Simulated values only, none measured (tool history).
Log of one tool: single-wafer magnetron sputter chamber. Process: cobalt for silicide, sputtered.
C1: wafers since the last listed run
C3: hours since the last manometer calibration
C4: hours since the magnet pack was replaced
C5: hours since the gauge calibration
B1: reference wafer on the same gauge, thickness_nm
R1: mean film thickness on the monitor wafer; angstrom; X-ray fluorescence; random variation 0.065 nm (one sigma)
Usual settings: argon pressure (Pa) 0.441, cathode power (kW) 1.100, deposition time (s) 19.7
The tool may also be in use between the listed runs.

Run 1, hour 0.0: usual settings; C1 0; wafers on the sputter target 3537; C3 1417.9; C4 4657.5; C5 912.2; B1 11.090. Result: R1 114.95 angstrom.
Run 2, hour 24.6: usual settings; C1 824; wafers on the sputter target 4361; C3 1442.5; C4 4682.1; C5 936.8; B1 11.104. Result: R1 115.49 angstrom.
Run 3, hour 38.6: usual settings but argon pressure (Pa) 0.579; C1 469; wafers on the sputter target 4830; C3 1456.5; C4 4696.1; C5 950.8; B1 11.081. Result: R1 111.49 angstrom.
Run 4, hour 95.3: usual settings but argon pressure (Pa) 0.346; C1 1899; wafers on the sputter target 6729; C3 1513.2; C4 4752.8; C5 1007.5; B1 11.117. Result: R1 117.74 angstrom.
Run 5, hour 109.8: usual settings but argon pressure (Pa) 0.346; C1 485; wafers on the sputter target 7215; C3 1527.7; C4 4767.3; C5 1022.0; B1 11.106. Result: R1 117.47 angstrom.
At hour 151.2: magnet pack replaced.
At hour 156.2: sputter target and shields replaced.
Run 6, hour 201.5: usual settings but deposition time (s) 20.6; C1 2635; wafers on the sputter target 1517; C3 1619.4; C4 50.3; C5 1113.7; B1 11.111. Result: R1 120.58 angstrom.
Run 7, hour 235.3: usual settings but deposition time (s) 20.6; C1 1132; wafers on the sputter target 2649; C3 1653.2; C4 84.1; C5 1147.5; B1 11.096. Result: R1 119.84 angstrom.
Run 8, hour 265.8: usual settings; C1 1021; wafers on the sputter target 3671; C3 1683.7; C4 114.6; C5 1178.0; B1 11.102. Result: R1 115.31 angstrom.
Run 9, hour 292.7: usual settings; C1 901; wafers on the sputter target 4572; C3 1710.6; C4 141.5; C5 1204.9; B1 11.120. Result: R1 114.40 angstrom.
Run 10, hour 325.0: usual settings but cathode power (kW) 1.000; C1 1082; wafers on the sputter target 5654; C3 1742.9; C4 173.8; C5 1237.2; B1 11.085. Result: R1 104.29 angstrom.
At hour 346.0: gauge calibrated.
Run 11, hour 350.2: usual settings but cathode power (kW) 1.000; C1 844; wafers on the sputter target 6498; C3 1768.1; C4 199.0; C5 4.2; B1 11.120. Result: R1 104.69 angstrom.
Run 12, hour 379.3: usual settings but cathode power (kW) 1.000; C1 974; wafers on the sputter target 7473; C3 1797.2; C4 228.1; C5 33.3; B1 11.088. Result: R1 104.50 angstrom.
Run 13, hour 412.3: usual settings; C1 1105; wafers on the sputter target 8579; C3 1830.2; C4 261.1; C5 66.3; B1 11.104. Result: R1 114.86 angstrom.
At hour 436.1: sputter target and shields replaced.
Run 14, hour 442.9: usual settings but argon pressure (Pa) 0.269, cathode power (kW) 1.350, deposition time (s) 16.9; C1 757; wafers on the sputter target 227; C3 1860.8; C4 291.7; C5 96.9; B1 11.090. Result: R1 125.86 angstrom.
Run 15, hour 466.8: usual settings but argon pressure (Pa) 0.339, cathode power (kW) 0.950; C1 800; wafers on the sputter target 1028; C3 1884.7; C4 315.6; C5 120.8; B1 11.105. Result: R1 101.99 angstrom.
Run 16, hour 492.7: usual settings; C1 867; wafers on the sputter target 1895; C3 1910.6; C4 341.5; C5 146.7; B1 11.096. Result: R1 114.76 angstrom.
Run 17, hour 513.4: usual settings but cathode power (kW) 1.250, deposition time (s) 16.2; C1 693; wafers on the sputter target 2589; C3 1931.3; C4 362.2; C5 167.4; B1 11.095. Result: R1 108.05 angstrom.
At hour 547.4: capacitance manometer re-zeroed and calibrated.
Run 18, hour 547.9: usual settings but argon pressure (Pa) 0.369, cathode power (kW) 1.200, deposition time (s) 15.8; C1 887; wafers on the sputter target 3477; C3 0.5; C4 396.7; C5 201.9; B1 11.105. Result: R1 102.83 angstrom.
Run 19, hour 565.0: usual settings; C1 572; wafers on the sputter target 4050; C3 17.6; C4 413.8; C5 219.0; B1 11.101. Result: R1 115.43 angstrom.

Forecast run 20:
Run 20, hour 583.9: usual settings but cathode power (kW) 1.250, deposition time (s) 16.2; C1 633; wafers on the sputter target 4683; C3 36.5; C4 432.7; C5 237.9; B1 ?. Result: R1 ?.

Run 20 gave B1 11.086, R1 107.87 angstrom.
Without the tool's hidden state the same run would have given R1 107.87 angstrom.
